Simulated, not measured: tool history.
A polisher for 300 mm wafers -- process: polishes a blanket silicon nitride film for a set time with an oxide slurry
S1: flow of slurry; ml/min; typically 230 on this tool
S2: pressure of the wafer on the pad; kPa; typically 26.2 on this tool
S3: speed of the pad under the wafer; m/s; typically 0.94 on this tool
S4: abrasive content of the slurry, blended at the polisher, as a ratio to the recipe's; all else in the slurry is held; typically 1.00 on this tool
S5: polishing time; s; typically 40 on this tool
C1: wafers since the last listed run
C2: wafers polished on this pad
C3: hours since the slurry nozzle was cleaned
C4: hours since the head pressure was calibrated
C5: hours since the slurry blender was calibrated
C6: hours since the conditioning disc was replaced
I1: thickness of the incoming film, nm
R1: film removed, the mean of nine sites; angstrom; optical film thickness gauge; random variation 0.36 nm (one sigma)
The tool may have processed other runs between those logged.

run,day,S1,S2,S3,S4,S5,C1,C2,C3,C4,C5,C6,I1,R1
1,0.000,230,26.2,1.06,0.90,40,0,1218,111.7,672.6,117.4,121.1,355.1,264
2,0.654,230,26.2,0.94,1.00,40,202,1420,127.4,688.3,133.1,136.8,354.2,257
3,1.421,230,26.2,0.94,1.00,40,236,1657,145.8,706.7,151.5,155.2,348.7,258
# day 2.267: worn pad replaced by a new one, of another model than before
4,2.633,230,26.2,0.94,1.00,40,323,113,174.9,735.8,180.6,184.3,349.7,257
# day 3.071: head pressure recalibrated
5,3.342,230,21.4,0.94,1.00,40,193,306,191.9,6.5,197.6,201.3,350.5,235
6,4.138,230,26.2,0.94,1.00,32,245,552,211.0,25.6,216.7,220.4,347.2,202
7,5.217,230,26.2,0.94,1.00,32,333,885,236.9,51.5,242.6,246.3,349.7,201
8,6.254,230,26.2,0.94,1.00,32,320,1206,261.8,76.4,267.5,271.2,346.4,203
# day 6.996: conditioning disc replaced and pad reconditioned
9,7.108,230,26.2,1.14,0.90,32,238,1444,282.3,96.9,288.0,2.7,343.2,201
# day 8.162: worn pad replaced by a new one
10,8.188,285,26.2,1.18,1.00,50,281,7,308.2,122.8,313.9,28.6,353.1,333
11,9.612,230,31.0,0.94,1.15,45,440,448,342.4,157.0,348.1,62.8,353.9,319
12,10.900,295,26.2,1.12,0.75,49,397,845,373.3,187.9,379.0,93.7,347.7,273
13,11.621,250,23.4,0.70,1.00,44,222,1068,390.6,205.2,396.3,111.0,344.8,231
14,13.112,250,26.2,0.94,1.10,40,460,1529,426.4,241.0,432.1,146.8,350.3,248
# day 13.571: worn pad replaced by a new one
15,13.704,290,26.2,0.94,1.00,40,131,40,440.6,255.2,446.3,161.0,348.7,238
16,14.625,230,26.2,0.94,0.70,50,284,325,462.7,277.3,468.4,183.1,350.6,237
# day 15.546: slurry nozzle cleaned
17,15.983,290,26.2,0.94,1.00,40,406,732,10.5,309.9,501.0,215.7,344.0,229
# day 16.579: slurry blender recalibrated
18,17.146,230,26.2,0.94,1.00,50,333,1065,38.4,337.8,13.6,243.6,353.0,331
19,17.704,310,21.4,0.94,1.00,46,172,1238,51.8,351.2,27.0,257.0,352.5,286
20,18.333,230,26.2,0.94,1.00,40,194,1432,66.9,366.3,42.1,272.1,346.5,268
# day 18.638: conditioning disc replaced and pad reconditioned
21,18.867,265,26.2,0.94,1.00,51,139,1571,79.7,379.1,54.9,5.5,353.8,343
22,20.288,260,26.2,0.94,0.85,40,438,2010,113.8,413.2,89.0,39.6,352.6,247
# day 20.458: worn pad replaced by a new one
23,21.429,230,26.2,0.94,1.10,40,301,300,141.2,440.6,116.4,67.0,346.2,272
24,21.958,230,20.7,0.94,0.70,45,163,463,153.9,453.3,129.1,79.7,346.9,220
25,23.417,230,26.2,0.94,1.00,40,450,914,188.9,488.3,164.1,114.7,348.8,257

What if the next run were any one of these 5? Each begins from the tool's condition after run 25:
A,23.433,270,26.2,0.94,1.00,40,5,919,189.3,488.7,164.5,115.1,352.3,?
B,23.433,155,26.2,0.94,1.25,40,5,919,189.3,488.7,164.5,115.1,352.3,?
C,23.433,230,20.0,0.94,1.25,40,5,919,189.3,488.7,164.5,115.1,352.3,?
D,23.433,175,26.2,0.94,1.00,54,5,919,189.3,488.7,164.5,115.1,352.3,?
E,23.433,250,26.2,0.94,1.30,40,5,919,189.3,488.7,164.5,115.1,352.3,?

run,R1
A,259
B,271
C,250
D,336
E,287
With no hidden state in the tool, these same runs would have given:
run,R1
A,277
B,287
C,265
D,360
E,304

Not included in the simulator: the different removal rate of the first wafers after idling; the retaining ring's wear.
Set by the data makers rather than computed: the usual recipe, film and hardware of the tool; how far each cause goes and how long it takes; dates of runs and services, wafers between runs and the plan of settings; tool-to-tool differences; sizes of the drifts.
